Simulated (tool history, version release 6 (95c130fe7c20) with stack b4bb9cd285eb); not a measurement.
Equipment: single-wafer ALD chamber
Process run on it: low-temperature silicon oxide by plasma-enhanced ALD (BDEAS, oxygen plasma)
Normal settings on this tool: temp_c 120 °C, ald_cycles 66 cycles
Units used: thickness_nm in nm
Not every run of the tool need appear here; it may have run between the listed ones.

| run | hour | temp_c | ald_cycles | wafers since the last listed run | hours since the last thermocouple change | hours since the gauge calibration | read-back reference wafer on the same gauge, thickness_nm | thickness_nm |
|---|---|---|---|---|---|---|---|---|
| 1 | 0 | 120 | 66 | 0 | 1551.1 | 107.7 | 8.9 | 10.086 |
| 2 | 14 | 120 | 66 | 42 | 1565.1 | 121.7 | 8.898 | 10.004 |
| 3 | 21.9 | 120 | 66 | 23 | 1573 | 129.6 | 8.903 | 10.072 |
| 4 | 36.6 | 120 | 66 | 44 | 1587.7 | 144.3 | 8.893 | 9.99 |
| 5 | 53.6 | 120 | 66 | 51 | 1604.7 | 161.3 | 8.887 | 10.066 |
| 6 | 63.6 | 120 | 66 | 30 | 1614.7 | 171.3 | 8.899 | 10.039 |
| 7 | 76.5 | 129 | 66 | 39 | 1627.6 | 184.2 | 8.885 | 9.904 |
| 8 | 89.6 | 130 | 75 | 39 | 1640.7 | 197.3 | 8.896 | 11.146 |
| 9 | 99.1 | 130 | 75 | 28 | 1650.2 | 206.8 | 8.895 | 11.283 |
|  | 109.4 | gauge calibrated |
| 10 | 109.7 | 130 | 75 | 32 | 1660.8 | 0.3 | 8.907 | 11.282 |
|  | 121.7 | thermocouple changed; heater temperature recalibrated |
| 11 | 122.2 | 120 | 66 | 13 | 0.5 | 12.8 | 8.902 | 10.011 |
| 12 | 133.8 | 111 | 77 | 35 | 12.1 | 24.4 | 8.893 | 11.934 |
| 13 | 145.2 | 120 | 57 | 34 | 23.5 | 35.8 | 8.903 | 8.655 |
| 14 | 152.8 | 116 | 58 | 23 | 31.1 | 43.4 | 8.889 | 8.962 |
| 15 | 169.1 | 120 | 66 | 49 | 47.4 | 59.7 | 8.906 | 10.068 |
| 16 | 175.4 | 120 | 66 | 19 | 53.7 | 66 | 8.901 | 10.071 |
| 17 | 190.5 | 109 | 59 | 45 | 68.8 | 81.1 | 8.889 | 9.193 |
| 18 | 201.8 | 120 | 66 | 34 | 80.1 | 92.4 | 8.907 | 10.022 |
| 19 | 209 | 110 | 77 | 21 | 87.3 | 99.6 | 8.907 | 11.938 |
| 20 | 222.2 | 120 | 69 | 40 | 100.5 | 112.8 | 8.902 | 10.601 |
| 21 | 231.8 | 130 | 78 | 29 | 110.1 | 122.4 | 8.899 | 11.638 |
| 22 | 246.1 | 120 | 60 | 43 | 124.4 | 136.7 | 8.89 | 9.033 |
| 23 | 258 | 120 | 66 | 36 | 136.3 | 148.6 | 8.91 | 10.15 |

Exercise: give the hidden state of the tool at every run:
wafer temperature above the value expected at the setpoint (K): 0 at every run
gauge reads high (%): 0 at every run

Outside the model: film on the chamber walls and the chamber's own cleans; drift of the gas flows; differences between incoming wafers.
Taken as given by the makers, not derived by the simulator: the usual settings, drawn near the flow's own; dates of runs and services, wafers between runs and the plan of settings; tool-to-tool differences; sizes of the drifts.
